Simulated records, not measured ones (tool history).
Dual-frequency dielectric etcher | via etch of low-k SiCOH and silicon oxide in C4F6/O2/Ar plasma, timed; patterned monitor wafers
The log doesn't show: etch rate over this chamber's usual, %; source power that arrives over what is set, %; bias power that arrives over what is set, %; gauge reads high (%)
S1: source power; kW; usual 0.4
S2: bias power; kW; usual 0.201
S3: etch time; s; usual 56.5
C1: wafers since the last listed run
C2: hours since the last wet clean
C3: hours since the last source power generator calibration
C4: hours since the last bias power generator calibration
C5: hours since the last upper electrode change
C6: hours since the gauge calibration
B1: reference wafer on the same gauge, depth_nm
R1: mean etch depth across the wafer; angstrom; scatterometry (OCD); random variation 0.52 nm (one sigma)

run,hour,S1,S2,S3,C1,C2,C3,C4,C5,C6,B1,R1
1,0,0.4,0.201,56.5,0,395.9,0.5,4044.5,4541.1,1947.2,123.8,1450
2,64.3,0.4,0.201,50,774,460.2,64.8,4108.8,4605.4,2011.5,124,1289
# hour 132.7: upper electrode replaced
3,159.1,0.45,0.201,56.5,852,555,159.6,4203.6,26.4,2106.3,124,1507
4,224.7,0.4,0.201,56.5,789,620.6,225.2,4269.2,92,2171.9,124,1445
# hour 285.3: wet clean of the chamber
5,285.8,0.4,0.201,56.5,446,0.5,286.3,4330.3,153.1,2233,124.1,1455
6,363.5,0.34,0.187,56.5,935,78.2,364,4408,230.8,2310.7,124.1,1324
# hour 407.9: gauge calibrated
# hour 414.6: bias power generator calibrated
7,446.4,0.34,0.187,56.5,950,161.1,446.9,31.8,313.7,38.5,124,1295
8,521.9,0.4,0.213,56.5,909,236.6,522.4,107.3,389.2,114,124.1,1461
9,595.5,0.4,0.201,56.5,886,310.2,596,180.9,462.8,187.6,124,1420
10,694.7,0.34,0.237,69,1194,409.4,695.2,280.1,562,286.8,124,1773
11,795,0.34,0.152,56.5,1207,509.7,795.5,380.4,662.3,387.1,124,1178
# hour 843.7: wet clean of the chamber
12,844.2,0.4,0.201,64.5,303,0.5,844.7,429.6,711.5,436.3,123.9,1623
13,930,0.45,0.248,70.5,1033,86.3,930.5,515.4,797.3,522.1,124,2040
14,989.8,0.46,0.168,41,720,146.1,990.3,575.2,857.1,581.9,124,1000
15,1057.7,0.4,0.201,56.5,817,214,1058.2,643.1,925,649.8,124,1432
16,1130.8,0.48,0.216,65.5,880,287.1,1131.3,716.2,998.1,722.9,124.1,1832
17,1218.5,0.32,0.201,56.5,1055,374.8,1219,803.9,1085.8,810.6,123.9,1327
18,1316.5,0.31,0.201,47,1180,472.8,1317,901.9,1183.8,908.6,123.9,1094
19,1366.7,0.32,0.201,67,604,523,1367.2,952.1,1234,958.8,124,1569
# hour 1445.8: wet clean of the chamber
20,1446.3,0.34,0.187,56.5,669,0.5,1446.8,1031.7,1313.6,1038.4,124,1314
21,1512,0.4,0.201,56.5,791,66.2,1512.5,1097.4,1379.3,1104.1,124,1432
22,1555.5,0.4,0.201,56.5,523,109.7,1556,1140.9,1422.8,1147.6,124.1,1435
23,1654.2,0.4,0.201,56.5,1188,208.4,1654.7,1239.6,1521.5,1246.3,124,1436
24,1702.6,0.4,0.175,56.5,582,256.8,1703.1,1288,1569.9,1294.7,124,1346
25,1772.1,0.36,0.154,56.5,836,326.3,1772.6,1357.5,1639.4,1364.2,124,1219
26,1815.6,0.34,0.162,56.5,523,369.8,1816.1,1401,1682.9,1407.7,124,1235
27,1892,0.4,0.201,56.5,919,446.2,1892.5,1477.4,1759.3,1484.1,124,1445
28,1929.3,0.4,0.201,56.5,449,483.5,1929.8,1514.7,1796.6,1521.4,124,1426
29,1979.4,0.4,0.201,44.5,603,533.6,1979.9,1564.8,1846.7,1571.5,124.1,1133

How the hidden state differs across the entries between the runs, from the last listed run before each to the first after it:
Between runs 2 and 3: upper electrode replaced (hour 132.7)
  bias power that arrives over what is set, %: 4.21 -> 4.23
  measured less the result without the state, R1: +24 -> +29 angstrom
Between runs 4 and 5: wet clean of the chamber (hour 285.3)
  bias power that arrives over what is set, %: 4.24 -> 4.25
  measured less the result without the state, R1: +28 -> +28 angstrom
Between runs 6 and 7: gauge calibrated (hour 407.9); bias power generator calibrated (hour 414.6)
  bias power that arrives over what is set, %: 4.26 -> -0.719
  measured less the result without the state, R1: +25 -> -5 angstrom
Between runs 11 and 12: wet clean of the chamber (hour 843.7)
  bias power that arrives over what is set, %: 0.446 -> 0.587
  measured less the result without the state, R1: +3 -> +4 angstrom
Between runs 19 and 20: wet clean of the chamber (hour 1445.8)
  bias power that arrives over what is set, %: 1.81 -> 1.96
  measured less the result without the state, R1: +13 -> +11 angstrom

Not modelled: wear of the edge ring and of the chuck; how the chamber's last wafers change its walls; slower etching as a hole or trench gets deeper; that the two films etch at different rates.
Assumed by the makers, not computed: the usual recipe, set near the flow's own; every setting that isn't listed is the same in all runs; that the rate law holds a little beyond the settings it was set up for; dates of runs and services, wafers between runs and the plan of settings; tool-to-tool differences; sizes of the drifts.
